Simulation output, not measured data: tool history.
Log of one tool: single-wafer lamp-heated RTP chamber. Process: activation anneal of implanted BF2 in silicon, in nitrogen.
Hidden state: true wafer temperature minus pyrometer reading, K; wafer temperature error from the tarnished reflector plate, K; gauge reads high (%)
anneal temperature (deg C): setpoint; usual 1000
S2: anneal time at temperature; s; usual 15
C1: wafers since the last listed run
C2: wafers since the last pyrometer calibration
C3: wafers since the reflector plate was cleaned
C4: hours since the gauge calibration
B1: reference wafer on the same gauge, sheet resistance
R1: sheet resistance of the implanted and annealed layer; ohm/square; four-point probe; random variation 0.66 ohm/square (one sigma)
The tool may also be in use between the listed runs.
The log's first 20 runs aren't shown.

{"run": 21, "hour": 1814.4, "anneal temperature (deg C)": 1017, "S2": 11, "C1": 1043, "C2": 2994, "C3": 8765, "C4": 1818.1, "B1": 311.67, "R1": 240.42}
{"run": 22, "hour": 1885.2, "anneal temperature (deg C)": 1009, "S2": 21, "C1": 692, "C2": 3686, "C3": 9458, "C4": 1888.9, "B1": 312.06, "R1": 212.85}
{"run": 23, "hour": 1963.8, "anneal temperature (deg C)": 1000, "S2": 15, "C1": 768, "C2": 4454, "C3": 10226, "C4": 1967.5, "B1": 312.02, "R1": 264.21}
{"hour": 1991.4, "done": "gauge calibrated"}
{"hour": 2018.7, "done": "pyrometer window cleaned and pyrometer calibrated"}
{"run": 24, "hour": 2060.7, "anneal temperature (deg C)": 971, "S2": 7, "C1": 869, "C2": 410, "C3": 11095, "C4": 69.3, "B1": 311.9, "R1": 413.51}
{"run": 25, "hour": 2101.2, "anneal temperature (deg C)": 1014, "S2": 19, "C1": 395, "C2": 806, "C3": 11491, "C4": 109.8, "B1": 311.79, "R1": 207.74}
{"run": 26, "hour": 2160.0, "anneal temperature (deg C)": 1019, "S2": 23, "C1": 574, "C2": 1381, "C3": 12066, "C4": 168.6, "B1": 311.89, "R1": 184.27}
{"hour": 2218.8, "done": "reflector plate cleaned"}
{"run": 27, "hour": 2296.0, "anneal temperature (deg C)": 1012, "S2": 9, "C1": 1251, "C2": 2632, "C3": 754, "C4": 304.6, "B1": 311.9, "R1": 270.83}
{"run": 28, "hour": 2349.1, "anneal temperature (deg C)": 1000, "S2": 18, "C1": 519, "C2": 3151, "C3": 1274, "C4": 357.7, "B1": 312.08, "R1": 252.45}
{"run": 29, "hour": 2419.7, "anneal temperature (deg C)": 1000, "S2": 15, "C1": 690, "C2": 3841, "C3": 1964, "C4": 428.3, "B1": 312.04, "R1": 265.62}
{"run": 30, "hour": 2503.9, "anneal temperature (deg C)": 1016, "S2": 15, "C1": 823, "C2": 4665, "C3": 2787, "C4": 512.5, "B1": 312.1, "R1": 220.76}
{"run": 31, "hour": 2576.6, "anneal temperature (deg C)": 1010, "S2": 13, "C1": 710, "C2": 5376, "C3": 3498, "C4": 585.2, "B1": 311.81, "R1": 247.76}

Forecast each of these 5 alternatives for the next run:
{"run": "A", "hour": 2577.0, "anneal temperature (deg C)": 1000, "S2": 15, "C1": 3, "C2": 5379, "C3": 3502, "C4": 585.6, "B1": "?", "R1": "?"}
{"run": "B", "hour": 2577.0, "anneal temperature (deg C)": 972, "S2": 8, "C1": 3, "C2": 5379, "C3": 3502, "C4": 585.6, "B1": "?", "R1": "?"}
{"run": "C", "hour": 2577.0, "anneal temperature (deg C)": 1000, "S2": 12, "C1": 3, "C2": 5379, "C3": 3502, "C4": 585.6, "B1": "?", "R1": "?"}
{"run": "D", "hour": 2577.0, "anneal temperature (deg C)": 992, "S2": 19, "C1": 3, "C2": 5379, "C3": 3502, "C4": 585.6, "B1": "?", "R1": "?"}
{"run": "E", "hour": 2577.0, "anneal temperature (deg C)": 1015, "S2": 7, "C1": 3, "C2": 5379, "C3": 3502, "C4": 585.6, "B1": "?", "R1": "?"}

run=A B1=311.8 R1=266.58
run=B B1=311.8 R1=404.39
run=C B1=311.8 R1=284.13
run=D B1=311.8 R1=273.59
run=E B1=311.8 R1=280.46
Without the tool's hidden state the same runs would have given:
run=A R1=269.02
run=B R1=407.18
run=C R1=286.54
run=D R1=276.24
run=E R1=282.67
